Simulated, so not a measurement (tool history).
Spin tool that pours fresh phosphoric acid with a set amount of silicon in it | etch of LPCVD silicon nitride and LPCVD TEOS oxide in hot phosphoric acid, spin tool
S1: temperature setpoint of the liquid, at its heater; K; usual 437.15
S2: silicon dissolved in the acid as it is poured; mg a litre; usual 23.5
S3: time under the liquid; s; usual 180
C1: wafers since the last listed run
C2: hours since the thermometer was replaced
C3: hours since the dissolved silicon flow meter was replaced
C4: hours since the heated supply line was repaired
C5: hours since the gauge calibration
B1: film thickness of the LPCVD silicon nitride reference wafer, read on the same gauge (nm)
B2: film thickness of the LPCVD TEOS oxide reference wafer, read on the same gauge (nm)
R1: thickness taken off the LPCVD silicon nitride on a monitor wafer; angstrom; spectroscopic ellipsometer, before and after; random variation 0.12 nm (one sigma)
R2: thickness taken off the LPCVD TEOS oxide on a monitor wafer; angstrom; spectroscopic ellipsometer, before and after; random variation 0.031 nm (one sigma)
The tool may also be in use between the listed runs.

run    hour      S1    S2   S3    C1      C2      C3      C4      C5     B1      B2     R1    R2
  1       0  437.15  23.5  275     0     633    70.9  1675.3   346.7  49.97   49.99  232.6  7.15
  2    90.2  439.65  23.5  180   747   723.2   161.1  1765.5   436.9  49.97      50  164.1  5.36
  3     130  437.15  23.5  180   329     763   200.9  1805.3   476.7  50.04  50.021  153.4  4.95
  4   223.5  437.15    42  180   774   856.5   294.4  1898.8   570.2  49.99      50  153.4  1.79
  5     280  439.15  23.5  180   468     913   350.9  1955.3   626.7  50.02  50.014  162.2  4.62
  6   344.4  438.15  23.5  180   533   977.4   415.3  2019.7   691.1  49.97  50.016  157.1  4.54
      424.2  -- heated supply line repaired
  7   434.3  437.15  23.5  180   736  1067.3   505.2    10.1     781  49.98  50.018  156.9  4.55
  8   501.9  437.15  23.5  180   560  1134.9   572.8    77.7   848.6  50.01  50.002  157.5  4.73
  9   584.6  436.15  23.5  240   685  1217.6   655.5   160.4   931.3  50.01  50.002  203.5  6.34
 10     824  434.65    30  180  1983    1457   894.9   399.8  1170.7  49.98  50.032  144.6  3.03
 11   876.3  434.65  23.5  115   433  1509.3   947.2   452.1    1223  50.03  49.986     92  2.37
 12   970.1  437.15  23.5  215   777  1603.1    1041   545.9  1316.8     50   49.99  189.3  5.38
 13  1040.5  439.65  23.5  225   583  1673.5  1111.4   616.3  1387.2  49.97  50.006  211.8   6.4
 14  1085.7  437.15  23.5  120   374  1718.7  1156.6   661.5  1432.4  50.01  50.015  105.3  3.29
 15    1135  437.15  23.5  180   408    1768  1205.9   710.8  1481.7  49.97  49.972  155.3  4.63
 16  1209.1  435.15    16  280   614  1842.1    1280   784.9  1555.8     50  49.987  228.6  7.85
 17  1293.3  437.15  23.5  180   697  1926.3  1364.2   869.1    1640  50.02  49.982  155.1  4.43
 18  1351.8  439.15    31  135   484  1984.8  1422.7   927.6  1698.5  50.01   49.98  124.6  3.33
 19  1419.5  438.15  23.5  270   560  2052.5  1490.4   995.3  1766.2  50.01  50.011    245   6.8
     1453.2  -- dissolved silicon flow meter replaced
 20  1462.5  439.65  33.5   80   348  2095.5     9.3  1038.3  1809.2  49.99  50.006   75.4  1.73
     1505.5  -- thermometer replaced
 21  1546.3  437.15  23.5  180   686    40.8    93.1  1122.1    1893     50  49.986  156.1  5.06

The same runs without the tool's hidden state, with the same run-to-run variation:
The hidden state here: liquid hotter than its thermometer reads (K); dissolved silicon flow above the setpoint (%); temperature lost on the way to the wafer (K); gauge reads high (%).
run     R1    R2
  1  241.6  7.77
  2  170.6  5.85
  3  159.7  5.41
  4    160  1.97
  5  169.4  5.08
  6  164.3  5.01
  7  157.4  4.58
  8  158.3  4.78
  9  204.8  6.43
 10  146.2   3.1
 11   93.1  2.43
 12  191.9  5.55
 13    215  6.61
 14    107  3.41
 15    158  4.81
 16  232.9  8.18
 17  158.3  4.64
 18  127.2  3.49
 19  250.6  7.15
 20   77.2  1.83
 21  160.1  5.35
